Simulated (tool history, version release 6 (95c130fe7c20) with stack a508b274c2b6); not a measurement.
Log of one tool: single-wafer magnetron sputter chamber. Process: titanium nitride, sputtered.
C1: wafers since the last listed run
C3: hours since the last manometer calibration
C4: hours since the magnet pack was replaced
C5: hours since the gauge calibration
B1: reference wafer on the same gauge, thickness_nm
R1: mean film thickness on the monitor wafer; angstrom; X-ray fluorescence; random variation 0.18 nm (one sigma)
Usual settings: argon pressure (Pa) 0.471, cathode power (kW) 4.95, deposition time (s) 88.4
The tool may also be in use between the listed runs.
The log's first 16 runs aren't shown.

Run 17, hour 674.9: usual settings but argon pressure (Pa) 0.288, deposition time (s) 94.3; C1 766; wafers on the sputter target 5327; C3 226.5; C4 7327.6; C5 134.6; B1 61.601. Result: R1 810.25 angstrom.
Run 18, hour 711.6: usual settings but argon pressure (Pa) 0.644, cathode power (kW) 3.85, deposition time (s) 105.5; C1 588; wafers on the sputter target 5915; C3 263.2; C4 7364.3; C5 171.3; B1 61.605. Result: R1 662.91 angstrom.
At hour 728: sputter target and shields replaced.
Run 19, hour 774.2: usual settings; C1 875; wafers on the sputter target 741; C3 325.8; C4 7426.9; C5 233.9; B1 61.567. Result: R1 739.87 angstrom.
Run 20, hour 814: usual settings but argon pressure (Pa) 0.317, cathode power (kW) 5.45; C1 638; wafers on the sputter target 1379; C3 365.6; C4 7466.7; C5 273.7; B1 61.612. Result: R1 835.21 angstrom.
At hour 824.9: magnet pack replaced.
Run 21, hour 876.7: usual settings; C1 877; wafers on the sputter target 2256; C3 428.3; C4 51.8; C5 336.4; B1 61.616. Result: R1 738.44 angstrom.
Run 22, hour 902.6: usual settings but argon pressure (Pa) 0.607, cathode power (kW) 4.1; C1 415; wafers on the sputter target 2672; C3 454.2; C4 77.7; C5 362.3; B1 61.643. Result: R1 594.96 angstrom.
Run 23, hour 969: usual settings but deposition time (s) 73.8; C1 1064; wafers on the sputter target 3736; C3 520.6; C4 144.1; C5 428.7; B1 61.603. Result: R1 616.5 angstrom.
Run 24, hour 1030.2: usual settings but cathode power (kW) 4.5, deposition time (s) 104.3; C1 981; wafers on the sputter target 4718; C3 581.8; C4 205.3; C5 489.9; B1 61.607. Result: R1 790.36 angstrom.
Run 25, hour 1092: usual settings but cathode power (kW) 4.5, deposition time (s) 97.4; C1 991; wafers on the sputter target 5709; C3 643.6; C4 267.1; C5 551.7; B1 61.599. Result: R1 741.19 angstrom.
At hour 1168.2: sputter target and shields replaced.
Run 26, hour 1280.7: usual settings but cathode power (kW) 6.1, deposition time (s) 81.7; C1 2897; wafers on the sputter target 1804; C3 832.3; C4 455.8; C5 740.4; B1 61.597. Result: R1 839.21 angstrom.
Run 27, hour 1309.5: usual settings; C1 461; wafers on the sputter target 2266; C3 861.1; C4 484.6; C5 769.2; B1 61.582. Result: R1 738.03 angstrom.
Run 28, hour 1345.9: usual settings but argon pressure (Pa) 0.629, cathode power (kW) 3.75, deposition time (s) 96.7; C1 583; wafers on the sputter target 2850; C3 897.5; C4 521; C5 805.6; B1 61.592. Result: R1 593.21 angstrom.
Run 29, hour 1396.6: usual settings but deposition time (s) 105.9; C1 813; wafers on the sputter target 3663; C3 948.2; C4 571.7; C5 856.3; B1 61.602. Result: R1 883.11 angstrom.
Run 30, hour 1458.3: usual settings; C1 989; wafers on the sputter target 4653; C3 1009.9; C4 633.4; C5 918; B1 61.6. Result: R1 737.13 angstrom.

Forecast each of these 3 alternatives for the next run:
Run A, hour 1458.7: usual settings but cathode power (kW) 5.25; C1 6; wafers on the sputter target 4659; C3 1010.3; C4 633.8; C5 918.4; B1 ?. Result: R1 ?.
Run B, hour 1458.7: usual settings but argon pressure (Pa) 0.55, cathode power (kW) 5.3, deposition time (s) 100.6; C1 6; wafers on the sputter target 4659; C3 1010.3; C4 633.8; C5 918.4; B1 ?. Result: R1 ?.
Run C, hour 1458.7: usual settings but deposition time (s) 95; C1 6; wafers on the sputter target 4659; C3 1010.3; C4 633.8; C5 918.4; B1 ?. Result: R1 ?.

run      B1      R1
  A  61.594  785.89
  B  61.594  889.98
  C  61.594  796.31
Without the tool's hidden state the same runs would have given:
run      R1
  A  785.89
  B  889.98
  C  796.31
